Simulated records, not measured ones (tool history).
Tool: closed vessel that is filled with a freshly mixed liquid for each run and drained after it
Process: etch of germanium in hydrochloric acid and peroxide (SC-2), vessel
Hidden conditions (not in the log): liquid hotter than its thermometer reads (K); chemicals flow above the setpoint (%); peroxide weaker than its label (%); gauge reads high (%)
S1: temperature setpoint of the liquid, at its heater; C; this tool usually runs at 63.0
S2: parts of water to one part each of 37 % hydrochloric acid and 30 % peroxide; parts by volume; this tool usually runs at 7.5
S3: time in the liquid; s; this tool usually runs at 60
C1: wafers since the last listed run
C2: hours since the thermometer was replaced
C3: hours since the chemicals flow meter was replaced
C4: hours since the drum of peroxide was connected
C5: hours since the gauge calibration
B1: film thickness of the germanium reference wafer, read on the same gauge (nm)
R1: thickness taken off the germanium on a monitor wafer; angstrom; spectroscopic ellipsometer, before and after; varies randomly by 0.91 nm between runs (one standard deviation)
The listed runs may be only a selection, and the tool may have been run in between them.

run	day	S1	S2	S3	C1	C2	C3	C4	C5	B1	R1
1	0.000	63.0	7.5	60	0	1704.0	1087.9	138.6	28.0	30.01	1848.4
2	1.154	67.5	7.5	60	2653	1731.7	1115.6	166.3	55.7	29.99	2108.4
3	2.200	67.5	7.5	60	2404	1756.8	1140.7	191.4	80.8	29.99	2114.0
4	3.246	63.0	7.5	60	2404	1781.9	1165.8	216.5	105.9	29.99	1846.0
5	3.842	63.0	7.5	60	1369	1796.2	1180.1	230.8	120.2	30.00	1839.8
6	4.762	63.0	7.5	60	2117	1818.3	1202.2	252.9	142.3	30.00	1841.5
7	5.750	63.0	7.5	60	2270	1842.0	1225.9	276.6	166.0	29.97	1845.3
8	6.292	63.0	7.5	60	1245	1855.0	1238.9	289.6	179.0	29.98	1850.2
9	7.650	63.0	7.5	60	3122	1887.6	1271.5	322.2	211.6	30.02	1879.1
10	8.338	63.0	7.5	80	1580	1904.1	1288.0	338.7	228.1	30.01	2474.9
11	9.450	63.0	7.5	80	2557	1930.8	1314.7	365.4	254.8	29.99	2487.0
12	10.683	63.0	7.5	80	2835	1960.4	1344.3	395.0	284.4	30.02	2473.4
13	11.346	55.5	6.5	60	1523	1976.3	1360.2	410.9	300.3	29.99	1509.5
14	12.008	55.5	6.5	60	1523	1992.2	1376.1	426.8	316.2	29.99	1514.6
# day 12.254: new drum of peroxide connected
15	12.946	58.5	7.5	30	2059	2014.7	1398.6	16.6	338.7	30.01	822.5
16	13.850	63.0	7.5	35	2078	2036.4	1420.3	38.3	360.4	29.99	1084.5
17	14.983	58.5	9.0	75	2605	2063.6	1447.5	65.5	387.6	30.00	2025.1
# day 15.696: chemicals flow meter replaced
# day 15.908: thermometer replaced
18	15.929	63.0	10.5	60	1982	0.5	5.6	88.2	410.3	29.98	1654.7
19	16.504	71.0	7.5	60	1321	14.3	19.4	102.0	424.1	29.98	2164.5
# day 16.546: gauge calibrated
20	17.538	71.0	7.5	60	2375	39.1	44.2	126.8	23.8	30.01	2162.8
21	19.025	63.0	6.0	60	3419	74.8	79.9	162.5	59.5	29.99	1754.2
22	20.125	63.0	7.5	60	2528	101.2	106.3	188.9	85.9	29.98	1731.2
23	21.196	63.0	7.5	60	2461	126.9	132.0	214.6	111.6	30.01	1726.0
24	22.592	68.5	11.0	85	3209	160.4	165.5	248.1	145.1	29.99	2766.5
25	23.550	55.0	7.5	60	2203	183.4	188.5	271.1	168.1	30.00	1371.4
26	24.975	56.5	7.5	40	3276	217.6	222.7	305.3	202.3	30.01	950.0
27	25.746	60.5	7.5	45	1772	236.1	241.2	323.8	220.8	29.99	1204.2
28	27.233	63.0	7.5	40	3419	271.8	276.9	359.5	256.5	29.99	1152.1
# day 27.721: new drum of peroxide connected
29	28.275	66.5	6.0	60	2299	296.8	301.9	13.3	281.5	30.02	1958.6
30	29.254	71.0	7.5	60	2251	320.3	325.4	36.8	305.0	29.98	2198.3
31	29.833	66.0	10.5	80	1331	334.2	339.3	50.7	318.9	30.01	2475.3

Measured result minus the same run's result without the hidden state. Both carry the same run-to-run variation, though not necessarily the same gauge scatter:
run	R1
1	+123.1
2	+138.1
3	+140.1
4	+127.4
5	+127.9
6	+129.0
7	+130.8
8	+132.1
9	+135.7
10	+180.0
11	+183.5
12	+184.5
13	+119.5
14	+120.7
15	+64.4
16	+83.5
17	+160.8
18	+1.9
19	+3.6
20	+4.8
21	+6.7
22	+8.0
23	+9.6
24	+17.5
25	+10.9
26	+8.6
27	+11.4
28	+12.1
29	+21.9
30	+25.4
31	+29.8
